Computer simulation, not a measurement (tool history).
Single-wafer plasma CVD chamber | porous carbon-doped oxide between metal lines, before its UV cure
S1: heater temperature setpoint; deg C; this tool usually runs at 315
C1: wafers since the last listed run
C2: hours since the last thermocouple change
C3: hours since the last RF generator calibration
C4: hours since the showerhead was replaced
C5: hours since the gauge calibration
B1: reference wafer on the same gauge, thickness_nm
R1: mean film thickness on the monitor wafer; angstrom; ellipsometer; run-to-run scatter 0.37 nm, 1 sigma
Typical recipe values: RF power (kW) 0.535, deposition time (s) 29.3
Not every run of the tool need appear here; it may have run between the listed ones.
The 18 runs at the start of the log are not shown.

{"run": 19, "day": 58.104, "S1": 315, "RF power (kW)": 0.62, "deposition time (s)": 25.5, "C1": 1432, "C2": 415.6, "C3": 1846.0, "C4": 528.6, "C5": 1733.4, "B1": 123.994, "R1": 1444.19}
{"day": 58.567, "done": "RF generator calibrated"}
{"run": 20, "day": 61.004, "S1": 328, "RF power (kW)": 0.535, "deposition time (s)": 30.8, "C1": 940, "C2": 485.2, "C3": 58.5, "C4": 598.2, "C5": 1803.0, "B1": 124.024, "R1": 1457.67}
{"day": 64.2, "done": "gauge calibrated"}
{"run": 21, "day": 69.854, "S1": 315, "RF power (kW)": 0.535, "deposition time (s)": 32.4, "C1": 3242, "C2": 697.6, "C3": 270.9, "C4": 810.6, "C5": 135.7, "B1": 123.968, "R1": 1634.86}
{"run": 22, "day": 74.029, "S1": 323, "RF power (kW)": 0.535, "deposition time (s)": 32.5, "C1": 1529, "C2": 797.8, "C3": 371.1, "C4": 910.8, "C5": 235.9, "B1": 124.099, "R1": 1590.44}
{"run": 23, "day": 76.158, "S1": 315, "RF power (kW)": 0.535, "deposition time (s)": 32.6, "C1": 780, "C2": 848.9, "C3": 422.2, "C4": 961.9, "C5": 287.0, "B1": 123.873, "R1": 1645.29}
{"run": 24, "day": 79.85, "S1": 328, "RF power (kW)": 0.455, "deposition time (s)": 23.5, "C1": 1352, "C2": 937.5, "C3": 510.8, "C4": 1050.5, "C5": 375.6, "B1": 124.052, "R1": 1000.35}
{"run": 25, "day": 83.362, "S1": 315, "RF power (kW)": 0.535, "deposition time (s)": 29.3, "C1": 1287, "C2": 1021.8, "C3": 595.1, "C4": 1134.8, "C5": 459.9, "B1": 124.03, "R1": 1486.4}
{"run": 26, "day": 94.05, "S1": 323, "RF power (kW)": 0.51, "deposition time (s)": 24.2, "C1": 3916, "C2": 1278.3, "C3": 851.6, "C4": 1391.3, "C5": 716.4, "B1": 123.985, "R1": 1150.75}
{"run": 27, "day": 96.329, "S1": 301, "RF power (kW)": 0.465, "deposition time (s)": 26.3, "C1": 835, "C2": 1333.0, "C3": 906.3, "C4": 1446.0, "C5": 771.1, "B1": 124.104, "R1": 1294.48}
{"run": 28, "day": 100.096, "S1": 302, "RF power (kW)": 0.6, "deposition time (s)": 23.8, "C1": 1380, "C2": 1423.4, "C3": 996.7, "C4": 1536.4, "C5": 861.5, "B1": 123.998, "R1": 1417.1}
{"run": 29, "day": 103.212, "S1": 315, "RF power (kW)": 0.535, "deposition time (s)": 29.3, "C1": 1142, "C2": 1498.2, "C3": 1071.5, "C4": 1611.2, "C5": 936.3, "B1": 123.896, "R1": 1496.07}
{"run": 30, "day": 106.062, "S1": 310, "RF power (kW)": 0.475, "deposition time (s)": 29.3, "C1": 1044, "C2": 1566.6, "C3": 1139.9, "C4": 1679.6, "C5": 1004.7, "B1": 124.002, "R1": 1399.54}
{"run": 31, "day": 109.712, "S1": 315, "RF power (kW)": 0.535, "deposition time (s)": 29.3, "C1": 1337, "C2": 1654.2, "C3": 1227.5, "C4": 1767.2, "C5": 1092.3, "B1": 123.968, "R1": 1493.83}
{"run": 32, "day": 113.762, "S1": 315, "RF power (kW)": 0.575, "deposition time (s)": 29.3, "C1": 1484, "C2": 1751.4, "C3": 1324.7, "C4": 1864.4, "C5": 1189.5, "B1": 123.948, "R1": 1579.55}

Below are 5 alternative next runs, each starting from the tool's condition after run 32. Predict each:
{"run": "A", "day": 113.779, "S1": 315, "RF power (kW)": 0.535, "deposition time (s)": 29.3, "C1": 6, "C2": 1751.8, "C3": 1325.1, "C4": 1864.8, "C5": 1189.9, "B1": "?", "R1": "?"}
{"run": "B", "day": 113.779, "S1": 315, "RF power (kW)": 0.465, "deposition time (s)": 27.4, "C1": 6, "C2": 1751.8, "C3": 1325.1, "C4": 1864.8, "C5": 1189.9, "B1": "?", "R1": "?"}
{"run": "C", "day": 113.779, "S1": 302, "RF power (kW)": 0.535, "deposition time (s)": 29.3, "C1": 6, "C2": 1751.8, "C3": 1325.1, "C4": 1864.8, "C5": 1189.9, "B1": "?", "R1": "?"}
{"run": "D", "day": 113.779, "S1": 315, "RF power (kW)": 0.535, "deposition time (s)": 23.9, "C1": 6, "C2": 1751.8, "C3": 1325.1, "C4": 1864.8, "C5": 1189.9, "B1": "?", "R1": "?"}
{"run": "E", "day": 113.779, "S1": 307, "RF power (kW)": 0.535, "deposition time (s)": 35.1, "C1": 6, "C2": 1751.8, "C3": 1325.1, "C4": 1864.8, "C5": 1189.9, "B1": "?", "R1": "?"}

run=A B1=124.012 R1=1498.99
run=B B1=124.012 R1=1261.70
run=C B1=124.012 R1=1600.32
run=D B1=124.012 R1=1230.70
run=E B1=124.012 R1=1858.96
The same runs, with their run-to-run variation unchanged, on a tool lacking any hidden condition would have given:
run=A R1=1472.30
run=B R1=1239.23
run=C R1=1569.76
run=D R1=1208.78
run=E R1=1824.09
